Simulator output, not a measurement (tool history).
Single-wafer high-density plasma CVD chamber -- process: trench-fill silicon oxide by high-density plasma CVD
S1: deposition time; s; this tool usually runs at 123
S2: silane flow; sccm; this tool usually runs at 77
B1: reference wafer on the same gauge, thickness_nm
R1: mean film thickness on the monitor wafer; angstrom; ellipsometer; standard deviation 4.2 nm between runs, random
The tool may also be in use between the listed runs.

{"run": 1, "hour": 0.0, "S1": 123, "S2": 77, "B1": 980.405, "R1": 9853.79}
{"run": 2, "hour": 20.1, "S1": 123, "S2": 77, "B1": 979.681, "R1": 9782.72}
{"run": 3, "hour": 53.8, "S1": 123, "S2": 77, "B1": 980.496, "R1": 9788.13}
{"run": 4, "hour": 128.7, "S1": 133, "S2": 77, "B1": 979.623, "R1": 10512.68}
{"run": 5, "hour": 154.4, "S1": 133, "S2": 77, "B1": 979.81, "R1": 10484.81}
{"run": 6, "hour": 167.8, "S1": 123, "S2": 77, "B1": 978.041, "R1": 9721.24}
{"run": 7, "hour": 191.7, "S1": 123, "S2": 77, "B1": 979.628, "R1": 9743.24}
{"run": 8, "hour": 219.4, "S1": 123, "S2": 77, "B1": 981.821, "R1": 9720.11}
{"hour": 263.4, "done": "gauge calibrated"}
{"run": 9, "hour": 271.7, "S1": 123, "S2": 77, "B1": 980.625, "R1": 9725.8}
{"run": 10, "hour": 289.6, "S1": 123, "S2": 77, "B1": 978.825, "R1": 9577.45}
{"run": 11, "hour": 311.3, "S1": 123, "S2": 77, "B1": 980.556, "R1": 9558.62}
{"run": 12, "hour": 332.4, "S1": 134, "S2": 87, "B1": 980.131, "R1": 11927.65}
{"hour": 348.7, "done": "silane flow controller replaced"}
{"run": 13, "hour": 365.5, "S1": 123, "S2": 77, "B1": 980.698, "R1": 10190.47}
{"run": 14, "hour": 400.7, "S1": 139, "S2": 73, "B1": 980.675, "R1": 10900.12}
{"run": 15, "hour": 414.6, "S1": 123, "S2": 91, "B1": 981.078, "R1": 12070.61}
{"run": 16, "hour": 434.8, "S1": 123, "S2": 77, "B1": 978.689, "R1": 10204.27}
{"run": 17, "hour": 453.6, "S1": 141, "S2": 71, "B1": 978.807, "R1": 10855.87}
{"run": 18, "hour": 470.7, "S1": 116, "S2": 77, "B1": 978.026, "R1": 9701.77}
{"run": 19, "hour": 500.6, "S1": 141, "S2": 63, "B1": 978.568, "R1": 9589.21}
{"run": 20, "hour": 530.9, "S1": 102, "S2": 86, "B1": 979.29, "R1": 9493.69}
{"run": 21, "hour": 550.0, "S1": 114, "S2": 87, "B1": 980.174, "R1": 10676.51}
{"run": 22, "hour": 581.1, "S1": 111, "S2": 71, "B1": 979.896, "R1": 8494.42}
{"run": 23, "hour": 597.2, "S1": 123, "S2": 77, "B1": 979.617, "R1": 10176.01}
{"run": 24, "hour": 618.4, "S1": 123, "S2": 85, "B1": 979.783, "R1": 11271.53}
{"run": 25, "hour": 650.3, "S1": 137, "S2": 71, "B1": 981.34, "R1": 10547.95}
{"run": 26, "hour": 670.7, "S1": 123, "S2": 77, "B1": 979.474, "R1": 10219.41}

Give the tool's hidden conditions for every run:
gauge reads high (%): 0 on each run
H1: delivered silane flow above the setpoint (%)
run=1 H1=-4.72
run=2 H1=-4.83
run=3 H1=-5.01
run=4 H1=-5.41
run=5 H1=-5.55
run=6 H1=-5.63
run=7 H1=-5.77
run=8 H1=-5.92
run=9 H1=-6.23
run=10 H1=-6.34
run=11 H1=-6.47
run=12 H1=-6.6
run=13 H1=-0.592
run=14 H1=-0.595
run=15 H1=-0.598
run=16 H1=-0.602
run=17 H1=-0.608
run=18 H1=-0.613
run=19 H1=-0.625
run=20 H1=-0.64
run=21 H1=-0.651
run=22 H1=-0.671
run=23 H1=-0.683
run=24 H1=-0.699
run=25 H1=-0.726
run=26 H1=-0.745
